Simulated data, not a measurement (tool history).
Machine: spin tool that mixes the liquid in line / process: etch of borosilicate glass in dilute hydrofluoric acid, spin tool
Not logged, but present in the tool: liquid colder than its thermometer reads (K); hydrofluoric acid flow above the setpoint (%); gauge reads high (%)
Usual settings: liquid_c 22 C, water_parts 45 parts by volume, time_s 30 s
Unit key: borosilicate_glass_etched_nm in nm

run   hour  liquid_c  water_parts  time_s  wafers since the last listed run  hours since the thermometer was replaced  hours since the hydrofluoric acid flow meter was replaced  hours since the gauge calibration  read-back film thickness of the borosilicate glass reference wafer, read on the same gauge (nm)  borosilicate_glass_etched_nm
  1      0        22           55      30                                 0                                     852.7                                                     2398.5                                579                                                                                            39.99                         21.24
  2   15.5        22           45      30                               184                                     868.2                                                       2414                              594.5                                                                                            40.01                         26.28
      23.1  -- hydrofluoric acid flow meter replaced
  3   23.9        22           45      30                                88                                     876.6                                                        0.8                              602.9                                                                                               40                         22.87
  4   37.8        22           45      30                               165                                     890.5                                                       14.7                              616.8                                                                                            40.01                         23.01
  5   44.6        22           45      30                                80                                     897.3                                                       21.5                              623.6                                                                                            40.01                         22.77
  6   59.8        22           45      30                               180                                     912.5                                                       36.7                              638.8                                                                                               40                         22.93
  7   72.9        22           45      30                               155                                     925.6                                                       49.8                              651.9                                                                                               40                         22.86
  8   79.6        22           45      45                                79                                     932.3                                                       56.5                              658.6                                                                                            40.01                         34.19
  9   86.2        22           45      45                                78                                     938.9                                                       63.1                              665.2                                                                                            40.01                         34.07
 10   98.6        22           30      15                               147                                     951.3                                                       75.5                              677.6                                                                                            39.99                         17.62
 11  115.9        19           45      15                               205                                     968.6                                                       92.8                              694.9                                                                                            39.97                         10.08
 12  124.9        22           45      30                               107                                     977.6                                                      101.8                              703.9                                                                                            40.03                         23.14
     135.2  -- gauge calibrated
 13  135.9        19           55      30                               130                                     988.6                                                      112.8                                0.7                                                                                               40                         16.12
 14  152.6      18.5           50      35                               198                                    1005.3                                                      129.5                               17.4                                                                                            40.01                         20.68
 15  160.9        22           45      30                                98                                    1013.6                                                      137.8                               25.7                                                                                               40                         22.83
     176.9  -- thermometer replaced
 16  178.1        22           45      30                               192                                       1.2                                                        155                               42.9                                                                                               40                         25.14
 17  184.5        17           65      15                                76                                       7.6                                                      161.4                               49.3                                                                                            40.01                           6.9
 18  191.2      26.5           30      25                                79                                      14.3                                                      168.1                                 56                                                                                            39.99                         37.82
 19  206.4        24           30      50                               180                                      29.5                                                      183.3                               71.2                                                                                               40                         70.04
 20  230.1        24           25      45                               282                                      53.2                                                        207                               94.9                                                                                            40.02                         75.13
 21  246.2        22           25      30                               191                                      69.3                                                      223.1                                111                                                                                               40                         45.66
 22  262.7        22           45      30                               196                                      85.8                                                      239.6                              127.5                                                                                            40.01                         25.28
 23  276.6      26.5           65      15                               165                                      99.7                                                      253.5                              141.4                                                                                            39.97                         10.13
 24  291.7        22           45      30                               179                                     114.8                                                      268.6                              156.5                                                                                            39.99                         25.04
 25  309.2        25           35      30                               208                                     132.3                                                      286.1                                174                                                                                            40.02                         36.83
 26  320.8      24.5           65      15                               138                                     143.9                                                      297.7                              185.6                                                                                            40.01                          9.32
 27  327.8        22           45      30                                83                                     150.9                                                      304.7                              192.6                                                                                            40.01                         25.05
 28  334.3        22           45      30                                77                                     157.4                                                      311.2                              199.1                                                                                            39.99                         24.64
 29  350.5      17.5           55      30                               192                                     173.6                                                      327.4                              215.3                                                                                            40.01                         16.36
 30    361        22           40      15                               124                                     184.1                                                      337.9                              225.8                                                                                            39.99                         14.17
 31  378.5        22           45      30                               208                                     201.6                                                      355.4                              243.3                                                                                            39.99                         24.66
 32  395.6        22           45      30                               203                                     218.7                                                      372.5                              260.4                                                                                               40                         24.55
 33  405.9        22           45      30                               122                                       229                                                      382.8                              270.7                                                                                            40.01                         24.86

Each row is a separate what-if for the run after 33, all from the same tool condition, not one after another. Results?
  A  406.3        22           35      30                                 4                                     229.4                                                      383.2                              271.1                                                                                                ?                             ?
  B  406.3        18           35      50                                 4                                     229.4                                                      383.2                              271.1                                                                                                ?                             ?
  C  406.3        18           45      30                                 4                                     229.4                                                      383.2                              271.1                                                                                                ?                             ?
  D  406.3        22           60      30                                 4                                     229.4                                                      383.2                              271.1                                                                                                ?                             ?

run  read-back film thickness of the borosilicate glass reference wafer, read on the same gauge (nm)  borosilicate_glass_etched_nm
  A                                                                                            40.04                         31.79
  B                                                                                            40.04                         44.57
  C                                                                                            40.04                         20.58
  D                                                                                            40.04                         17.99
Stripped of hidden state, with their random variation kept, the same runs would have yielded:
run  borosilicate_glass_etched_nm
  A                          31.8
  B                         44.63
  C                         20.59
  D                         17.97
